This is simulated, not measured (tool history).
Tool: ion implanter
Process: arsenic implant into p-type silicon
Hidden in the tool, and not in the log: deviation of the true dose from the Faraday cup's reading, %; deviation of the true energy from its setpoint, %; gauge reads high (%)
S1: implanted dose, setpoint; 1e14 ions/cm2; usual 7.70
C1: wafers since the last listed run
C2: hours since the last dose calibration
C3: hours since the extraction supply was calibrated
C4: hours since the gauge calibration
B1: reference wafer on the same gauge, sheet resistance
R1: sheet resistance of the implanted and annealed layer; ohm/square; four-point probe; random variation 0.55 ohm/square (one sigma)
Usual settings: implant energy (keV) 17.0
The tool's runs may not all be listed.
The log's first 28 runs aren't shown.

Run 29, hour 2124.5: usual settings but S1 6.61 1e14 ions/cm2, implant energy (keV) 12.0; C1 1243; C2 1157.0; C3 590.8; C4 1302.5; B1 146.16. Result: R1 184.10 ohm/square.
Run 30, hour 2201.5: usual settings; C1 1519; C2 1234.0; C3 667.8; C4 1379.5; B1 146.10. Result: R1 160.90 ohm/square.
Run 31, hour 2277.8: usual settings but S1 9.34 1e14 ions/cm2, implant energy (keV) 19.5; C1 1505; C2 1310.3; C3 744.1; C4 1455.8; B1 146.14. Result: R1 139.85 ohm/square.
Run 32, hour 2322.3: usual settings but S1 9.70 1e14 ions/cm2, implant energy (keV) 11.5; C1 878; C2 1354.8; C3 788.6; C4 1500.3; B1 146.08. Result: R1 156.57 ohm/square.
Run 33, hour 2424.1: usual settings but S1 8.64 1e14 ions/cm2, implant energy (keV) 12.5; C1 2008; C2 1456.6; C3 890.4; C4 1602.1; B1 145.98. Result: R1 160.84 ohm/square.
Run 34, hour 2506.3: usual settings but S1 6.65 1e14 ions/cm2, implant energy (keV) 12.5; C1 1622; C2 1538.8; C3 972.6; C4 1684.3; B1 145.90. Result: R1 183.53 ohm/square.
Run 35, hour 2589.3: usual settings; C1 1637; C2 1621.8; C3 1055.6; C4 1767.3; B1 146.04. Result: R1 162.17 ohm/square.
At hour 2662.8: gauge calibrated.
Run 36, hour 2685.0: usual settings but S1 6.43 1e14 ions/cm2, implant energy (keV) 20.0; C1 1888; C2 1717.5; C3 1151.3; C4 22.2; B1 145.84. Result: R1 175.82 ohm/square.
Run 37, hour 2738.3: usual settings but S1 6.40 1e14 ions/cm2, implant energy (keV) 21.5; C1 1051; C2 1770.8; C3 1204.6; C4 75.5; B1 146.03. Result: R1 173.32 ohm/square.
Run 38, hour 2781.9: usual settings but S1 8.96 1e14 ions/cm2, implant energy (keV) 21.0; C1 860; C2 1814.4; C3 1248.2; C4 119.1; B1 145.88. Result: R1 141.22 ohm/square.

3 ways to go on from here, each from the tool as it stands after run 38. What would each give?
Run A, hour 2782.3: usual settings; C1 7; C2 1814.8; C3 1248.6; C4 119.5; B1 ?. Result: R1 ?.
Run B, hour 2782.3: usual settings but S1 9.81 1e14 ions/cm2, implant energy (keV) 19.5; C1 7; C2 1814.8; C3 1248.6; C4 119.5; B1 ?. Result: R1 ?.
Run C, hour 2782.3: usual settings but S1 8.75 1e14 ions/cm2; C1 7; C2 1814.8; C3 1248.6; C4 119.5; B1 ?. Result: R1 ?.

run      B1      R1
  A  145.97  162.59
  B  145.97  138.30
  C  145.97  151.72
Without the tool's hidden state the same runs would have given:
run      R1
  A  158.37
  B  135.17
  C  148.17

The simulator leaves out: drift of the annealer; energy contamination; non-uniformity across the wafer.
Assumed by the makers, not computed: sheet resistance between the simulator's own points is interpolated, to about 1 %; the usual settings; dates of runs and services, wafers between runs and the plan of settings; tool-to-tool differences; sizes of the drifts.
